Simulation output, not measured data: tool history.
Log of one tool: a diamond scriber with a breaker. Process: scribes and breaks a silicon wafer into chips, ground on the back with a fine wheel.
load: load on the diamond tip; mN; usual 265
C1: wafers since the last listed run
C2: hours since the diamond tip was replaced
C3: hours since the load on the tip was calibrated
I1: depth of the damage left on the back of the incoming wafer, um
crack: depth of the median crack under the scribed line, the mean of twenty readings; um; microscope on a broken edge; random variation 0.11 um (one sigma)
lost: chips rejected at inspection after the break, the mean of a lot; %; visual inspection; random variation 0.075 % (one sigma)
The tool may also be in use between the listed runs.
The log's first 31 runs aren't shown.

run 32 day=56.958 | load=344 | C1=298 C2=112.9 C3=858.9 | I1=2.41 | crack=9.31 lost=3.63
run 33 day=59.542 | load=308 | C1=385 C2=174.9 C3=920.9 | I1=2.24 | crack=8.76 lost=4.93
run 34 day=61.192 | load=285 | C1=245 C2=214.5 C3=960.5 | I1=2.86 | crack=8.45 lost=7.63
-- day=65.779 diamond tip replaced by a new one, repeated, since the last time left the tool worse
run 35 day=66.279 | load=304 | C1=745 C2=12.0 C3=1082.6 | I1=2.28 | crack=11.19 lost=2.29
run 36 day=67.312 | load=213 | C1=154 C2=36.8 C3=1107.4 | I1=2.74 | crack=9.50 lost=3.82
run 37 day=68.771 | load=291 | C1=217 C2=71.8 C3=1142.4 | I1=2.33 | crack=10.89 lost=2.20
run 38 day=69.867 | load=265 | C1=163 C2=98.1 C3=1168.7 | I1=2.93 | crack=10.47 lost=2.58
run 39 day=72.746 | load=293 | C1=429 C2=167.2 C3=1237.8 | I1=2.49 | crack=11.05 lost=2.14
-- day=72.950 load on the tip recalibrated
run 40 day=74.958 | load=265 | C1=317 C2=220.3 C3=48.2 | I1=2.19 | crack=10.17 lost=1.79
run 41 day=77.900 | load=332 | C1=438 C2=290.9 C3=118.8 | I1=2.57 | crack=11.66 lost=2.65

4 ways to go on from here, each from the tool as it stands after run 41. What would each give?
run A day=77.921 | load=265 | C1=3 C2=291.4 C3=119.3 | I1=1.74 | crack=? lost=?
run B day=77.921 | load=214 | C1=3 C2=291.4 C3=119.3 | I1=1.74 | crack=? lost=?
run C day=77.921 | load=211 | C1=3 C2=291.4 C3=119.3 | I1=1.74 | crack=? lost=?
run D day=77.921 | load=295 | C1=3 C2=291.4 C3=119.3 | I1=1.74 | crack=? lost=?

run=A crack=10.33 lost=1.51
run=B crack=9.41 lost=2.46
run=C crack=9.35 lost=2.57
run=D crack=10.85 lost=1.59
Without the tool's hidden state the same runs would have given:
run=A crack=10.43 lost=1.50
run=B crack=9.50 lost=2.30
run=C crack=9.44 lost=2.40
run=D crack=10.96 lost=1.66
